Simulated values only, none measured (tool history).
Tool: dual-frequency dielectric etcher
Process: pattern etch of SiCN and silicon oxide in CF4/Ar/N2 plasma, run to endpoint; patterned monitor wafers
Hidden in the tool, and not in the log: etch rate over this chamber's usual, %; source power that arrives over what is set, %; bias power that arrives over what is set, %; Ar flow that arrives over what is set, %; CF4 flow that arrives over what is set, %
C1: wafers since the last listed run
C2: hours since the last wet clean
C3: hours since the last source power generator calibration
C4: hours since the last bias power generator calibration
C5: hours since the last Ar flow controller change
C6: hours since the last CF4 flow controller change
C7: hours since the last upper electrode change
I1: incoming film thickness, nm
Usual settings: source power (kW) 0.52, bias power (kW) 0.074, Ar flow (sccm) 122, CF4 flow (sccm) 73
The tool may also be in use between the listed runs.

Run 1, hour 0: usual settings; C1 0; C2 272.9; C3 846.1; C4 3326.7; C5 4607.2; C6 3527.6; C7 1805.6; I1 14.45. Result: endpoint time (s) 15.1.
Run 2, hour 82: usual settings; C1 1582; C2 354.9; C3 928.1; C4 3408.7; C5 4689.2; C6 3609.6; C7 1887.6; I1 14.53. Result: endpoint time (s) 15.1.
Run 3, hour 168.6: usual settings; C1 1671; C2 441.5; C3 1014.7; C4 3495.3; C5 4775.8; C6 3696.2; C7 1974.2; I1 14.48. Result: endpoint time (s) 15.2.
At hour 244.9: wet clean of the chamber.
Run 4, hour 245.4: usual settings; C1 1018; C2 0.5; C3 1091.5; C4 3572.1; C5 4852.6; C6 3773; C7 2051; I1 14.51. Result: endpoint time (s) 15.2.
Run 5, hour 311.2: usual settings; C1 1269; C2 66.3; C3 1157.3; C4 3637.9; C5 4918.4; C6 3838.8; C7 2116.8; I1 14.29. Result: endpoint time (s) 14.7.
Run 6, hour 382.2: usual settings; C1 1369; C2 137.3; C3 1228.3; C4 3708.9; C5 4989.4; C6 3909.8; C7 2187.8; I1 14.56. Result: endpoint time (s) 15.2.
Run 7, hour 459.7: usual settings; C1 1495; C2 214.8; C3 1305.8; C4 3786.4; C5 5066.9; C6 3987.3; C7 2265.3; I1 14.64. Result: endpoint time (s) 15.3.
At hour 543.4: upper electrode replaced.
At hour 632.3: Ar flow controller replaced.
At hour 678.8: source power generator calibrated.
Run 8, hour 704.3: usual settings; C1 4063; C2 459.4; C3 25.5; C4 4031; C5 72; C6 4231.9; C7 160.9; I1 14.4. Result: endpoint time (s) 16.1.
Run 9, hour 762.1: usual settings; C1 1115; C2 517.2; C3 83.3; C4 4088.8; C5 129.8; C6 4289.7; C7 218.7; I1 14.51. Result: endpoint time (s) 16.3.
Run 10, hour 805.6: usual settings; C1 839; C2 560.7; C3 126.8; C4 4132.3; C5 173.3; C6 4333.2; C7 262.2; I1 14.6. Result: endpoint time (s) 16.4.
At hour 830: bias power generator calibrated.
At hour 880.4: wet clean of the chamber.
Run 11, hour 880.9: usual settings; C1 912; C2 0.5; C3 202.1; C4 50.9; C5 248.6; C6 4408.5; C7 337.5; I1 14.47. Result: endpoint time (s) 16.2.
At hour 891.1: source power generator calibrated, repeated, since the last time left the tool worse.
At hour 896.7: CF4 flow controller replaced.
Run 12, hour 964: usual settings but source power (kW) 0.46; C1 1419; C2 83.6; C3 72.9; C4 134; C5 331.7; C6 67.3; C7 420.6; I1 14.48. Result: endpoint time (s) 16.9.
Run 13, hour 1052.2: usual settings; C1 1701; C2 171.8; C3 161.1; C4 222.2; C5 419.9; C6 155.5; C7 508.8; I1 14.5. Result: endpoint time (s) 15.4.
Run 14, hour 1100.1: usual settings but source power (kW) 0.64; C1 924; C2 219.7; C3 209; C4 270.1; C5 467.8; C6 203.4; C7 556.7; I1 14.39. Result: endpoint time (s) 12.8.
Run 15, hour 1159.2: usual settings but source power (kW) 0.65; C1 1140; C2 278.8; C3 268.1; C4 329.2; C5 526.9; C6 262.5; C7 615.8; I1 14.3. Result: endpoint time (s) 12.6.
Run 16, hour 1234.2: usual settings; C1 1447; C2 353.8; C3 343.1; C4 404.2; C5 601.9; C6 337.5; C7 690.8; I1 14.39. Result: endpoint time (s) 15.1.
Run 17, hour 1283.9: usual settings; C1 958; C2 403.5; C3 392.8; C4 453.9; C5 651.6; C6 387.2; C7 740.5; I1 14.3. Result: endpoint time (s) 15.
Run 18, hour 1391.2: usual settings but bias power (kW) 0.082; C1 2070; C2 510.8; C3 500.1; C4 561.2; C5 758.9; C6 494.5; C7 847.8; I1 14.38. Result: endpoint time (s) 14.1.
At hour 1431.8: wet clean of the chamber.
Run 19, hour 1437.9: usual settings but bias power (kW) 0.063; C1 438; C2 6.1; C3 546.8; C4 607.9; C5 805.6; C6 541.2; C7 894.5; I1 14.6. Result: endpoint time (s) 16.7.
Run 20, hour 1525.8: usual settings but source power (kW) 0.44, bias power (kW) 0.09, Ar flow (sccm) 110; C1 1696; C2 94; C3 634.7; C4 695.8; C5 893.5; C6 629.1; C7 982.4; I1 14.45. Result: endpoint time (s) 15.2.
Run 21, hour 1562.9: usual settings but source power (kW) 0.42, bias power (kW) 0.058, Ar flow (sccm) 134, CF4 flow (sccm) 88; C1 715; C2 131.1; C3 671.8; C4 732.9; C5 930.6; C6 666.2; C7 1019.5; I1 14.45. Result: endpoint time (s) 20.5.

How the hidden state differs across the entries between the runs, from the last listed run before each to the first after it:
Between runs 3 and 4: wet clean of the chamber (hour 244.9)
  source power that arrives over what is set, %: 2.03 -> 2.22
  measured less the result without the state, endpoint time (s): -0.2 -> -0.3
Between runs 7 and 8: upper electrode replaced (hour 543.4); Ar flow controller replaced (hour 632.3); source power generator calibrated (hour 678.8)
  source power that arrives over what is set, %: 2.75 -> -6.45
  measured less the result without the state, endpoint time (s): -0.3 -> +0.9
Between runs 10 and 11: bias power generator calibrated (hour 830); wet clean of the chamber (hour 880.4)
  source power that arrives over what is set, %: -6.19 -> -6.01
  measured less the result without the state, endpoint time (s): +0.9 -> +0.8
Between runs 11 and 12: source power generator calibrated, repeated, since the last time left the tool worse (hour 891.1); CF4 flow controller replaced (hour 896.7)
  source power that arrives over what is set, %: -6.01 -> 0.0793
  measured less the result without the state, endpoint time (s): +0.8 -> +0
Between runs 18 and 19: wet clean of the chamber (hour 1431.8)
  source power that arrives over what is set, %: 1.14 -> 1.26
  measured less the result without the state, endpoint time (s): -0.1 -> -0.2
